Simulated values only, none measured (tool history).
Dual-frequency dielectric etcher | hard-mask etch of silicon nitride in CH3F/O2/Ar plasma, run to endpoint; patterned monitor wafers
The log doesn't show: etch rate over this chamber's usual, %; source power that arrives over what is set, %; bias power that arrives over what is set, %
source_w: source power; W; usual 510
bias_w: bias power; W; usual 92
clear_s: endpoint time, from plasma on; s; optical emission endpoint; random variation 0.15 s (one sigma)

| run | hour | source_w | bias_w | wafers since the last listed run | hours since the last wet clean | hours since the last source power generator calibration | hours since the last bias power generator calibration | hours since the last upper electrode change | incoming incoming film thickness, nm | clear_s |
|---|---|---|---|---|---|---|---|---|---|---|
| 1 | 0.0 | 510 | 92 | 0 | 144.1 | 4358.4 | 1578.8 | 2361.6 | 45.83 | 49.1 |
| 2 | 14.8 | 510 | 92 | 118 | 158.9 | 4373.2 | 1593.6 | 2376.4 | 45.93 | 49.2 |
| 3 | 48.8 | 510 | 92 | 272 | 192.9 | 4407.2 | 1627.6 | 2410.4 | 45.57 | 48.7 |
| 4 | 72.8 | 510 | 92 | 192 | 216.9 | 4431.2 | 1651.6 | 2434.4 | 45.60 | 48.4 |
| 5 | 106.8 | 600 | 92 | 272 | 250.9 | 4465.2 | 1685.6 | 2468.4 | 45.80 | 44.9 |
|  | 128.5 | source power generator calibrated |
| 6 | 129.0 | 600 | 92 | 145 | 273.1 | 0.5 | 1707.8 | 2490.6 | 46.01 | 45.2 |
| 7 | 142.9 | 600 | 92 | 111 | 287.0 | 14.4 | 1721.7 | 2504.5 | 45.44 | 44.6 |
| 8 | 160.7 | 510 | 92 | 142 | 304.8 | 32.2 | 1739.5 | 2522.3 | 46.05 | 49.0 |
|  | 176.5 | bias power generator calibrated |
| 9 | 177.0 | 510 | 92 | 98 | 321.1 | 48.5 | 0.5 | 2538.6 | 46.25 | 49.1 |
| 10 | 192.4 | 610 | 86 | 123 | 336.5 | 63.9 | 15.9 | 2554.0 | 46.16 | 45.5 |
| 11 | 205.2 | 510 | 92 | 102 | 349.3 | 76.7 | 28.7 | 2566.8 | 45.79 | 48.2 |
|  | 239.0 | upper electrode replaced |
|  | 244.7 | wet clean of the chamber |
| 12 | 245.2 | 510 | 84 | 82 | 0.5 | 116.7 | 68.7 | 6.2 | 45.79 | 51.1 |
| 13 | 250.6 | 380 | 76 | 43 | 5.9 | 122.1 | 74.1 | 11.6 | 45.65 | 61.7 |
| 14 | 278.5 | 390 | 92 | 223 | 33.8 | 150.0 | 102.0 | 39.5 | 45.54 | 57.0 |
| 15 | 313.5 | 610 | 74 | 280 | 68.8 | 185.0 | 137.0 | 74.5 | 46.27 | 48.4 |
| 16 | 345.3 | 610 | 92 | 254 | 100.6 | 216.8 | 168.8 | 106.3 | 46.31 | 45.5 |
| 17 | 375.0 | 630 | 85 | 237 | 130.3 | 246.5 | 198.5 | 136.0 | 45.92 | 45.5 |

4 ways to go on from here, each from the tool as it stands after run 17. What would each give?
| A | 375.4 | 510 | 92 | 3 | 130.7 | 246.9 | 198.9 | 136.4 | 46.03 | ? |
| B | 375.4 | 390 | 100 | 3 | 130.7 | 246.9 | 198.9 | 136.4 | 46.03 | ? |
| C | 375.4 | 410 | 115 | 3 | 130.7 | 246.9 | 198.9 | 136.4 | 46.03 | ? |
| D | 375.4 | 460 | 73 | 3 | 130.7 | 246.9 | 198.9 | 136.4 | 46.03 | ? |

| run | clear_s |
|---|---|
| A | 49.2 |
| B | 55.3 |
| C | 51.5 |
| D | 55.4 |
Without the tool's hidden state the same runs would have given:
| run | clear_s |
|---|---|
| A | 49.6 |
| B | 55.9 |
| C | 52.0 |
| D | 56.0 |

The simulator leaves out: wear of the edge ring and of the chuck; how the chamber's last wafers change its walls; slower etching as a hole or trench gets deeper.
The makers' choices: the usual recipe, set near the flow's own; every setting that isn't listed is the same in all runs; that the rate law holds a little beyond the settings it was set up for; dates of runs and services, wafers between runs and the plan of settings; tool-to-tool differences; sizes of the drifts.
